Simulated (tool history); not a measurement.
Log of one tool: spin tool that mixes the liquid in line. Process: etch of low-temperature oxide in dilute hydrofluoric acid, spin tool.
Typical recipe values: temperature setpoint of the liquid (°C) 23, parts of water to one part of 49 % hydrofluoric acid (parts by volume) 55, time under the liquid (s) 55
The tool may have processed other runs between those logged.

run	hour	temperature setpoint of the liquid (°C)	parts of water to one part of 49 % hydrofluoric acid (parts by volume)	time under the liquid (s)	read-back film thickness of the low-temperature oxide reference wafer, read on the same gauge (nm)	thickness taken off the low-temperature oxide on a monitor wafer (angstrom)
1	0	23	55	55	113.73	267.5
2	27.3	23	55	55	113.87	274.1
3	73.2	23	55	55	114.06	274.7
4	111	23	55	55	114.25	273.1
5	215.2	23	55	55	114.69	277.9
6	279.9	26	55	65	114.98	372
7	307.2	23	55	35	115.09	176.6
8	361.6	23	55	35	115.35	175
# hour 380.8: thermometer replaced
# hour 407.7: gauge calibrated
9	560.2	23	55	35	110.84	166.9
# hour 579.2: hydrofluoric acid flow meter replaced
10	586.4	23	55	55	110.94	271.8
11	631	23	55	55	111.13	264
12	661.2	23	55	90	111.26	432.7
13	851.6	23	55	45	112.1	218.3
14	906.1	25	30	55	112.36	551.5
15	964.9	21.5	55	55	112.62	251.3
16	1048.7	23	55	55	112.97	275.4
17	1115.9	25.5	70	85	113.27	359.7
18	1155	23	55	55	113.47	274.2
19	1183.8	27	45	65	113.58	470.7

Forecast each of these 3 alternatives for the next run:
A	1184.2	23	70	55	?	?
B	1184.2	27	55	55	?	?
C	1184.2	23	25	55	?	?

run	read-back film thickness of the low-temperature oxide reference wafer, read on the same gauge (nm)	thickness taken off the low-temperature oxide on a monitor wafer (angstrom)
A	113.57	211.1
B	113.57	322.2
C	113.57	626.4
Take away the tool's hidden state, keep each run's random variation, and the runs would have read:
run	thickness taken off the low-temperature oxide on a monitor wafer (angstrom)
A	204.4
B	312
C	606.7
